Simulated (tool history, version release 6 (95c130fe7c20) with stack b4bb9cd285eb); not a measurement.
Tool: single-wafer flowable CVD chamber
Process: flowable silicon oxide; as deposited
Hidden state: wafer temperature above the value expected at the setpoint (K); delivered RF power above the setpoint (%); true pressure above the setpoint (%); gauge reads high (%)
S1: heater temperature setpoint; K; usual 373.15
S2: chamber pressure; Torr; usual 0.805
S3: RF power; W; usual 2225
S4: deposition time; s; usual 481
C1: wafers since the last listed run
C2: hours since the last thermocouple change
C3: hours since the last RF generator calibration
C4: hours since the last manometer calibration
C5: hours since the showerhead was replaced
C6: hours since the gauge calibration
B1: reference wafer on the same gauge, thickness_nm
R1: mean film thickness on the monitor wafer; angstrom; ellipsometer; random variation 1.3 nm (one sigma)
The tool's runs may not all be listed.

run 1 hour=0 | S1=373.15 S2=0.805 S3=2065 S4=555 | C1=0 C2=1645.4 C3=1170.7 C4=352.5 C5=2423.8 C6=350.3 | B1=292.115 | R1=3617.87
run 2 hour=51 | S1=373.15 S2=0.805 S3=2065 S4=555 | C1=236 C2=1696.4 C3=1221.7 C4=403.5 C5=2474.8 C6=401.3 | B1=292.246 | R1=3582.92
run 3 hour=141.2 | S1=373.15 S2=0.805 S3=2040 S4=481 | C1=418 C2=1786.6 C3=1311.9 C4=493.7 C5=2565 C6=491.5 | B1=291.906 | R1=3087.63
run 4 hour=184.4 | S1=373.15 S2=0.805 S3=2225 S4=481 | C1=200 C2=1829.8 C3=1355.1 C4=536.9 C5=2608.2 C6=534.7 | B1=291.943 | R1=3136.51
run 5 hour=222.7 | S1=373.15 S2=0.805 S3=2225 S4=481 | C1=177 C2=1868.1 C3=1393.4 C4=575.2 C5=2646.5 C6=573 | B1=291.897 | R1=3138.09
run 6 hour=259.4 | S1=373.15 S2=0.805 S3=2225 S4=481 | C1=170 C2=1904.8 C3=1430.1 C4=611.9 C5=2683.2 C6=609.7 | B1=291.976 | R1=3164.97
run 7 hour=347.6 | S1=373.15 S2=0.805 S3=2225 S4=481 | C1=409 C2=1993 C3=1518.3 C4=700.1 C5=2771.4 C6=697.9 | B1=291.943 | R1=3143.33
run 8 hour=439.7 | S1=373.15 S2=0.805 S3=1980 S4=481 | C1=427 C2=2085.1 C3=1610.4 C4=792.2 C5=2863.5 C6=790 | B1=292.07 | R1=3036.36
run 9 hour=486.4 | S1=373.15 S2=0.805 S3=2225 S4=481 | C1=216 C2=2131.8 C3=1657.1 C4=838.9 C5=2910.2 C6=836.7 | B1=292.143 | R1=3102.36
run 10 hour=542.7 | S1=373.15 S2=0.805 S3=2225 S4=481 | C1=261 C2=2188.1 C3=1713.4 C4=895.2 C5=2966.5 C6=893 | B1=292.255 | R1=3083.84
run 11 hour=612.4 | S1=373.15 S2=0.805 S3=2225 S4=481 | C1=323 C2=2257.8 C3=1783.1 C4=964.9 C5=3036.2 C6=962.7 | B1=291.984 | R1=3098.17
run 12 hour=697.7 | S1=373.15 S2=0.886 S3=2225 S4=481 | C1=395 C2=2343.1 C3=1868.4 C4=1050.2 C5=3121.5 C6=1048 | B1=292.318 | R1=3397.29
run 13 hour=753 | S1=373.15 S2=0.903 S3=2225 S4=418 | C1=256 C2=2398.4 C3=1923.7 C4=1105.5 C5=3176.8 C6=1103.3 | B1=292.069 | R1=3015.11
run 14 hour=853.6 | S1=373.15 S2=0.805 S3=2225 S4=481 | C1=466 C2=2499 C3=2024.3 C4=1206.1 C5=3277.4 C6=1203.9 | B1=292.096 | R1=3022.95
-- hour=862.2 thermocouple changed; heater temperature recalibrated
run 15 hour=942 | S1=382.15 S2=0.805 S3=2225 S4=481 | C1=373 C2=79.8 C3=2112.7 C4=1294.5 C5=3365.8 C6=1292.3 | B1=292.148 | R1=2240.55
run 16 hour=1004.1 | S1=373.15 S2=0.805 S3=2225 S4=481 | C1=288 C2=141.9 C3=2174.8 C4=1356.6 C5=3427.9 C6=1354.4 | B1=291.762 | R1=2974.73
-- hour=1016.6 capacitance manometer re-zeroed and calibrated
run 17 hour=1057.3 | S1=373.15 S2=0.805 S3=2225 S4=428 | C1=209 C2=195.1 C3=2228 C4=40.7 C5=3481.1 C6=1407.6 | B1=291.99 | R1=2819.18
run 18 hour=1165.3 | S1=385.15 S2=0.805 S3=1785 S4=399 | C1=501 C2=303.1 C3=2336 C4=148.7 C5=3589.1 C6=1515.6 | B1=292.028 | R1=1655.66
-- hour=1230.9 RF generator calibrated
-- hour=1237.1 gauge calibrated
run 19 hour=1238.3 | S1=373.15 S2=0.805 S3=2225 S4=481 | C1=301 C2=376.1 C3=7.4 C4=221.7 C5=3662.1 C6=1.2 | B1=291.809 | R1=3174.08
run 20 hour=1294.7 | S1=373.15 S2=0.805 S3=2105 S4=522 | C1=261 C2=432.5 C3=63.8 C4=278.1 C5=3718.5 C6=57.6 | B1=292.222 | R1=3383.73
-- hour=1316.6 showerhead replaced
run 21 hour=1371.8 | S1=373.15 S2=0.805 S3=2425 S4=481 | C1=320 C2=509.6 C3=140.9 C4=355.2 C5=55.2 C6=134.7 | B1=291.985 | R1=3192.28
run 22 hour=1476.8 | S1=388.15 S2=0.691 S3=1930 S4=415 | C1=487 C2=614.6 C3=245.9 C4=460.2 C5=160.2 C6=239.7 | B1=291.858 | R1=1374.78
run 23 hour=1530.8 | S1=373.15 S2=0.706 S3=2565 S4=540 | C1=250 C2=668.6 C3=299.9 C4=514.2 C5=214.2 C6=293.7 | B1=291.985 | R1=3162.25
run 24 hour=1591.8 | S1=373.15 S2=0.689 S3=2060 S4=481 | C1=283 C2=729.6 C3=360.9 C4=575.2 C5=275.2 C6=354.7 | B1=291.758 | R1=2624.31
run 25 hour=1686.2 | S1=373.15 S2=0.805 S3=2225 S4=481 | C1=438 C2=824 C3=455.3 C4=669.6 C5=369.6 C6=449.1 | B1=292.099 | R1=3116.85

Forecast each of these 5 alternatives for the next run:
run A hour=1686.7 | S1=373.15 S2=0.805 S3=2225 S4=481 | C1=2 C2=824.5 C3=455.8 C4=670.1 C5=370.1 C6=449.6 | B1=? | R1=?
run B hour=1686.7 | S1=373.15 S2=0.91 S3=1980 S4=454 | C1=2 C2=824.5 C3=455.8 C4=670.1 C5=370.1 C6=449.6 | B1=? | R1=?
run C hour=1686.7 | S1=381.15 S2=0.805 S3=2225 S4=401 | C1=2 C2=824.5 C3=455.8 C4=670.1 C5=370.1 C6=449.6 | B1=? | R1=?
run D hour=1686.7 | S1=373.15 S2=0.805 S3=2225 S4=412 | C1=2 C2=824.5 C3=455.8 C4=670.1 C5=370.1 C6=449.6 | B1=? | R1=?
run E hour=1686.7 | S1=378.15 S2=0.866 S3=2055 S4=404 | C1=2 C2=824.5 C3=455.8 C4=670.1 C5=370.1 C6=449.6 | B1=? | R1=?

run=A B1=292.13 R1=3119.56
run=B B1=292.13 R1=3240.98
run=C B1=292.13 R1=1983.78
run=D B1=292.13 R1=2672.06
run=E B1=292.13 R1=2335.39
Without the tool's hidden state the same runs would have given:
run=A R1=3164.31
run=B R1=3285.51
run=C R1=2012.24
run=D R1=2710.39
run=E R1=2368.46
